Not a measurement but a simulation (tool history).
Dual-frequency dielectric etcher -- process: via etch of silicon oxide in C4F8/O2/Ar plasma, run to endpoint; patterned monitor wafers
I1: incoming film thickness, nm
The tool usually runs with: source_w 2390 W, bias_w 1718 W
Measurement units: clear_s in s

{"run": 1, "hour": 0.0, "source_w": 2390, "bias_w": 1718, "I1": 1793.5, "clear_s": 323.2}
{"run": 2, "hour": 9.4, "source_w": 2390, "bias_w": 1718, "I1": 1811.5, "clear_s": 327.4}
{"run": 3, "hour": 16.6, "source_w": 2390, "bias_w": 1718, "I1": 1789.4, "clear_s": 321.1}
{"run": 4, "hour": 31.5, "source_w": 2390, "bias_w": 1718, "I1": 1798.6, "clear_s": 323.6}
{"run": 5, "hour": 47.2, "source_w": 2390, "bias_w": 1718, "I1": 1791.4, "clear_s": 324.4}
{"run": 6, "hour": 55.7, "source_w": 2390, "bias_w": 1718, "I1": 1789.9, "clear_s": 323.3}
{"run": 7, "hour": 73.3, "source_w": 2390, "bias_w": 1601, "I1": 1816.5, "clear_s": 331.3}
{"run": 8, "hour": 89.1, "source_w": 2390, "bias_w": 1601, "I1": 1811.7, "clear_s": 329.0}
{"run": 9, "hour": 95.2, "source_w": 2830, "bias_w": 1951, "I1": 1809.4, "clear_s": 287.0}
{"hour": 116.2, "done": "source power generator calibrated"}
{"hour": 125.7, "done": "bias power generator calibrated"}
{"hour": 127.8, "done": "upper electrode replaced"}
{"run": 10, "hour": 128.3, "source_w": 2390, "bias_w": 1718, "I1": 1820.3, "clear_s": 327.0}
{"run": 11, "hour": 128.7, "source_w": 2920, "bias_w": 1930, "I1": 1800.2, "clear_s": 282.8}
{"run": 12, "hour": 129.1, "source_w": 2720, "bias_w": 1371, "I1": 1808.1, "clear_s": 312.6}
{"run": 13, "hour": 132.2, "source_w": 1800, "bias_w": 2141, "I1": 1797.0, "clear_s": 361.9}
{"hour": 156.7, "done": "wet clean of the chamber"}
{"run": 14, "hour": 157.2, "source_w": 2390, "bias_w": 1718, "I1": 1772.8, "clear_s": 334.0}
{"run": 15, "hour": 157.6, "source_w": 2390, "bias_w": 1718, "I1": 1827.1, "clear_s": 346.5}
{"run": 16, "hour": 163.8, "source_w": 2960, "bias_w": 1390, "I1": 1804.7, "clear_s": 316.1}
{"run": 17, "hour": 179.0, "source_w": 2800, "bias_w": 2015, "I1": 1808.2, "clear_s": 304.7}
{"run": 18, "hour": 189.5, "source_w": 2970, "bias_w": 1841, "I1": 1803.1, "clear_s": 298.3}
{"run": 19, "hour": 199.0, "source_w": 2070, "bias_w": 2005, "I1": 1781.5, "clear_s": 351.7}
{"run": 20, "hour": 212.0, "source_w": 2390, "bias_w": 1718, "I1": 1798.2, "clear_s": 338.0}

Forecast each of these 5 alternatives for the next run:
{"run": "A", "hour": 212.5, "source_w": 2390, "bias_w": 1718, "I1": 1796.7, "clear_s": "?"}
{"run": "B", "hour": 212.5, "source_w": 1860, "bias_w": 1493, "I1": 1796.7, "clear_s": "?"}
{"run": "C", "hour": 212.5, "source_w": 2090, "bias_w": 2123, "I1": 1796.7, "clear_s": "?"}
{"run": "D", "hour": 212.5, "source_w": 2970, "bias_w": 2111, "I1": 1796.7, "clear_s": "?"}
{"run": "E", "hour": 212.5, "source_w": 2100, "bias_w": 1852, "I1": 1796.7, "clear_s": "?"}

run=A clear_s=337.7
run=B clear_s=401.0
run=C clear_s=348.0
run=D clear_s=288.5
run=E clear_s=357.4
What these runs would have given with no unlogged condition in the tool:
run=A clear_s=337.6
run=B clear_s=401.0
run=C clear_s=347.9
run=D clear_s=288.5
run=E clear_s=357.4

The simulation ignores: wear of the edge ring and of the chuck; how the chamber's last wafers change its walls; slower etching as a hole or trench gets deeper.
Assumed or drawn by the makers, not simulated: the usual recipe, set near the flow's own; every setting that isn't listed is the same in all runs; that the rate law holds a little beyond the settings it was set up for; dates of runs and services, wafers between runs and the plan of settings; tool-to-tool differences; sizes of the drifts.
